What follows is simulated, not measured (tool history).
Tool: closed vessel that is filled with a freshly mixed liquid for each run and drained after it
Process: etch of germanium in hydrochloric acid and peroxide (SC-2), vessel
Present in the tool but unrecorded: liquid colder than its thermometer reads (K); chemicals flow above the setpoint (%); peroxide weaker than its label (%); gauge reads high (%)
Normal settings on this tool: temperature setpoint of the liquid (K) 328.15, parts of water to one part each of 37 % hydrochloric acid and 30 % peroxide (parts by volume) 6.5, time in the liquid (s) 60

| run | hour | temperature setpoint of the liquid (K) | parts of water to one part each of 37 % hydrochloric acid and 30 % peroxide (parts by volume) | time in the liquid (s) | wafers since the last listed run | hours since the thermometer was replaced | hours since the chemicals flow meter was replaced | hours since the drum of peroxide was connected | hours since the gauge calibration | read-back film thickness of the germanium reference wafer, read on the same gauge (nm) | thickness taken off the germanium on a monitor wafer (nm) |
|---|---|---|---|---|---|---|---|---|---|---|---|
| 1 | 0.0 | 328.15 | 6.5 | 60 | 0 | 1114.9 | 504.3 | 1176.0 | 1625.3 | 50.00 | 128.55 |
|  | 26.5 | new drum of peroxide connected |
| 2 | 86.1 | 328.15 | 6.5 | 75 | 11189 | 1201.0 | 590.4 | 59.6 | 1711.4 | 49.99 | 161.58 |
| 3 | 164.4 | 328.15 | 6.5 | 75 | 10295 | 1279.3 | 668.7 | 137.9 | 1789.7 | 50.02 | 162.93 |
| 4 | 271.9 | 328.15 | 6.5 | 60 | 14134 | 1386.8 | 776.2 | 245.4 | 1897.2 | 50.03 | 127.15 |
| 5 | 376.4 | 328.15 | 6.5 | 60 | 13739 | 1491.3 | 880.7 | 349.9 | 2001.7 | 50.01 | 127.91 |
| 6 | 452.7 | 328.15 | 6.5 | 60 | 10032 | 1567.6 | 957.0 | 426.2 | 2078.0 | 49.97 | 126.99 |
| 7 | 535.9 | 328.15 | 6.5 | 60 | 10939 | 1650.8 | 1040.2 | 509.4 | 2161.2 | 50.01 | 125.48 |
| 8 | 626.0 | 328.15 | 6.5 | 50 | 11846 | 1740.9 | 1130.3 | 599.5 | 2251.3 | 50.00 | 103.35 |
| 9 | 662.6 | 328.15 | 6.5 | 50 | 4812 | 1777.5 | 1166.9 | 636.1 | 2287.9 | 50.00 | 105.71 |
|  | 687.5 | chemicals flow meter replaced |
| 10 | 851.7 | 328.15 | 6.5 | 60 | 24731 | 1966.6 | 164.2 | 825.2 | 2477.0 | 50.00 | 123.25 |
| 11 | 925.2 | 328.15 | 6.5 | 60 | 9663 | 2040.1 | 237.7 | 898.7 | 2550.5 | 50.00 | 125.81 |
|  | 982.7 | gauge calibrated |
| 12 | 1015.0 | 328.15 | 5.0 | 60 | 11807 | 2129.9 | 327.5 | 988.5 | 32.3 | 49.99 | 125.60 |
| 13 | 1080.0 | 328.15 | 6.5 | 60 | 8546 | 2194.9 | 392.5 | 1053.5 | 97.3 | 49.98 | 125.68 |
| 14 | 1170.8 | 328.15 | 6.5 | 60 | 11938 | 2285.7 | 483.3 | 1144.3 | 188.1 | 50.00 | 125.13 |
|  | 1247.0 | thermometer replaced |
| 15 | 1257.7 | 318.65 | 6.5 | 60 | 11294 | 10.7 | 570.2 | 1231.2 | 275.0 | 50.03 | 100.45 |
|  | 1309.8 | new drum of peroxide connected |
| 16 | 1312.0 | 328.15 | 9.0 | 60 | 7008 | 65.0 | 624.5 | 2.2 | 329.3 | 50.00 | 131.67 |
| 17 | 1403.1 | 328.15 | 6.5 | 60 | 11978 | 156.1 | 715.6 | 93.3 | 420.4 | 50.02 | 135.28 |
| 18 | 1489.3 | 328.15 | 6.5 | 60 | 11333 | 242.3 | 801.8 | 179.5 | 506.6 | 50.00 | 130.40 |
| 19 | 1596.0 | 332.65 | 8.0 | 75 | 14029 | 349.0 | 908.5 | 286.2 | 613.3 | 49.98 | 186.78 |
|  | 1650.3 | chemicals flow meter replaced |
| 20 | 1698.2 | 328.15 | 4.0 | 60 | 13306 | 451.2 | 47.9 | 388.4 | 715.5 | 49.99 | 132.43 |
| 21 | 1789.7 | 335.15 | 7.5 | 30 | 12030 | 542.7 | 139.4 | 479.9 | 807.0 | 50.00 | 82.11 |
| 22 | 1891.7 | 328.15 | 6.5 | 60 | 13411 | 644.7 | 241.4 | 581.9 | 909.0 | 49.99 | 132.75 |
| 23 | 1969.8 | 332.65 | 5.5 | 50 | 10268 | 722.8 | 319.5 | 660.0 | 987.1 | 49.99 | 125.25 |
| 24 | 2042.4 | 337.65 | 6.5 | 60 | 9545 | 795.4 | 392.1 | 732.6 | 1059.7 | 50.00 | 173.72 |
| 25 | 2134.6 | 328.15 | 8.0 | 85 | 12122 | 887.6 | 484.3 | 824.8 | 1151.9 | 50.01 | 181.14 |
| 26 | 2190.7 | 321.15 | 8.0 | 50 | 7376 | 943.7 | 540.4 | 880.9 | 1208.0 | 50.00 | 85.40 |
| 27 | 2271.3 | 334.65 | 8.5 | 75 | 10597 | 1024.3 | 621.0 | 961.5 | 1288.6 | 50.02 | 193.71 |
| 28 | 2341.0 | 324.15 | 6.5 | 60 | 9164 | 1094.0 | 690.7 | 1031.2 | 1358.3 | 49.97 | 112.19 |
| 29 | 2383.0 | 328.15 | 6.5 | 60 | 5522 | 1136.0 | 732.7 | 1073.2 | 1400.3 | 49.99 | 130.28 |

Below, some changes in thickness taken off the germanium on a monitor wafer (nm) between adjacent runs. For each, the amount present without the hidden state too (settings, incoming material, random variation) and the amount remaining for the hidden state with gauge scatter not shared by both compared results:
Run 14 -> 15: temperature setpoint of the liquid (K) 328.15 -> 318.65, thermometer replaced. thickness taken off the germanium on a monitor wafer (nm) -24.68: hidden state +10.65, all else -35.33.
Run 25 -> 26: temperature setpoint of the liquid (K) 328.15 -> 321.15, time in the liquid (s) 85 -> 50. thickness taken off the germanium on a monitor wafer (nm) -95.74: hidden state +3.19, all else -98.93.
Run 26 -> 27: temperature setpoint of the liquid (K) 321.15 -> 334.65, parts of water to one part each of 37 % hydrochloric acid and 30 % peroxide (parts by volume) 8.0 -> 8.5, time in the liquid (s) 50 -> 75. thickness taken off the germanium on a monitor wafer (nm) +108.31: hidden state -4.22, all else +112.53.
